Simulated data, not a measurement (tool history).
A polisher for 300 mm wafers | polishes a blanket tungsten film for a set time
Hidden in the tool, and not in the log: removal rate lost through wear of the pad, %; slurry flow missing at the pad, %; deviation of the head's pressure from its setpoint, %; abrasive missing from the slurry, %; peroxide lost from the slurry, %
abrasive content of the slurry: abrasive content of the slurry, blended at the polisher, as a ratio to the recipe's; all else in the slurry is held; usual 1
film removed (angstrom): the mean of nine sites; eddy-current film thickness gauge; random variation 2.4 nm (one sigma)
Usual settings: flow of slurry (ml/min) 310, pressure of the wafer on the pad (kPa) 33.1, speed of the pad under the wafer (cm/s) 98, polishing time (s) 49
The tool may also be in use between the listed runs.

run	hour	flow of slurry (ml/min)	pressure of the wafer on the pad (kPa)	speed of the pad under the wafer (cm/s)	abrasive content of the slurry	polishing time (s)	wafers since the last listed run	wafers polished on this pad	hours since the slurry nozzle was cleaned	hours since the head pressure was calibrated	hours since the slurry blender was calibrated	hours since the slurry got fresh peroxide	incoming thickness of the incoming film, nm	film removed (angstrom)
1	0	310	33.1	98	1	49	0	420	324.2	502.6	120.6	131.4	1470.4	2142
2	17.2	310	33.1	98	1	49	149	569	341.4	519.8	137.8	148.6	1482.2	2128
# hour 20.1: slurry tank refilled with fresh slurry and peroxide
3	45.3	310	33.1	98	1	49	235	805	369.5	547.9	165.9	25.2	1492.6	2264
# hour 72: slurry nozzle cleaned
4	80.3	310	33.1	98	1	49	295	1101	8.3	582.9	200.9	60.2	1462.2	2347
5	106.3	310	33.1	98	1	45	226	1327	34.3	608.9	226.9	86.2	1466.8	2091
# hour 114.9: slurry blender recalibrated
# hour 119: worn pad replaced by a new one
6	134.4	310	33.1	98	1	49	192	133	62.4	637	19.5	114.3	1471.3	2282
7	150.1	310	33.1	98	1	49	136	270	78.1	652.7	35.2	130	1468.5	2280
# hour 165: slurry tank refilled with fresh slurry and peroxide
8	183.1	310	33.1	98	1	49	278	548	111.1	685.7	68.2	18.1	1487.7	2420
9	208.3	310	28.3	84	1	49	219	767	136.3	710.9	93.4	43.3	1468.9	1741
10	230.7	310	28.3	84	1	49	194	962	158.7	733.3	115.8	65.7	1460.7	1669
11	252.8	310	33.1	98	1	49	192	1154	180.8	755.4	137.9	87.8	1471.6	2257
# hour 267.6: worn pad replaced by a new one
12	288.7	310	33.1	98	1	49	277	183	216.7	791.3	173.8	123.7	1469.7	2207
# hour 292.9: slurry tank refilled with fresh slurry and peroxide
13	322.8	310	33.1	98	1	49	287	470	250.8	825.4	207.9	29.9	1467.4	2306
14	350.7	415	26.2	98	1	43	242	713	278.7	853.3	235.8	57.8	1496.5	1635
# hour 363.6: head pressure recalibrated
# hour 386.5: slurry blender recalibrated
# hour 402.7: slurry nozzle cleaned
# hour 416.1: worn pad replaced by a new one
# hour 420.6: slurry tank refilled with fresh slurry and peroxide
15	421.1	310	33.1	98	1	49	525	34	18.4	57.5	34.6	0.5	1489.5	2572
16	446.1	400	43.4	98	1	49	217	251	43.4	82.5	59.6	25.5	1482.2	3234
17	469.1	380	29.6	98	1	49	199	451	66.4	105.5	82.6	48.5	1470.5	2153
18	503.8	310	33.1	68	0.8	43	301	753	101.1	140.2	117.3	83.2	1467.9	1300
# hour 556.2: slurry tank refilled with fresh slurry and peroxide
19	568.3	310	33.1	98	1	49	552	1305	165.6	204.7	181.8	12.1	1491.5	2491
# hour 573.6: worn pad replaced by a new one
20	597.4	400	26.9	98	1.15	49	218	206	194.7	233.8	210.9	41.2	1488.9	2059
21	631.1	310	33.1	98	1	49	292	499	228.4	267.5	244.6	74.9	1450.5	2242
22	643.6	355	38.6	82	1	44	108	608	240.9	280	257.1	87.4	1459.5	2031
23	666.4	310	42.1	98	1	42	198	806	263.7	302.8	279.9	110.2	1470.8	2421
# hour 686.4: slurry blender recalibrated
24	691.4	310	33.1	116	1	49	199	1006	288.7	327.8	5	135.2	1486.7	2601
# hour 707.9: slurry tank refilled with fresh slurry and peroxide
25	708.4	310	33.1	88	1.3	49	139	1145	305.7	344.8	22	0.5	1462.4	2386
# hour 737.5: worn pad replaced by a new one
26	737.8	310	33.1	98	1.15	49	220	2	335.1	374.2	51.4	29.9	1487.2	2377

Forecast each of these 3 alternatives for the next run:
A	738.2	310	43.4	98	1	49	3	6	335.5	374.6	51.8	30.3	1488.9	?
B	738.2	310	38.6	98	0.75	44	3	6	335.5	374.6	51.8	30.3	1488.9	?
C	738.2	310	33.1	98	1.25	57	3	6	335.5	374.6	51.8	30.3	1488.9	?

run	film removed (angstrom)
A	3008
B	2203
C	2845
Without the tool's hidden state the same runs would have given:
run	film removed (angstrom)
A	3370
B	2467
C	3186

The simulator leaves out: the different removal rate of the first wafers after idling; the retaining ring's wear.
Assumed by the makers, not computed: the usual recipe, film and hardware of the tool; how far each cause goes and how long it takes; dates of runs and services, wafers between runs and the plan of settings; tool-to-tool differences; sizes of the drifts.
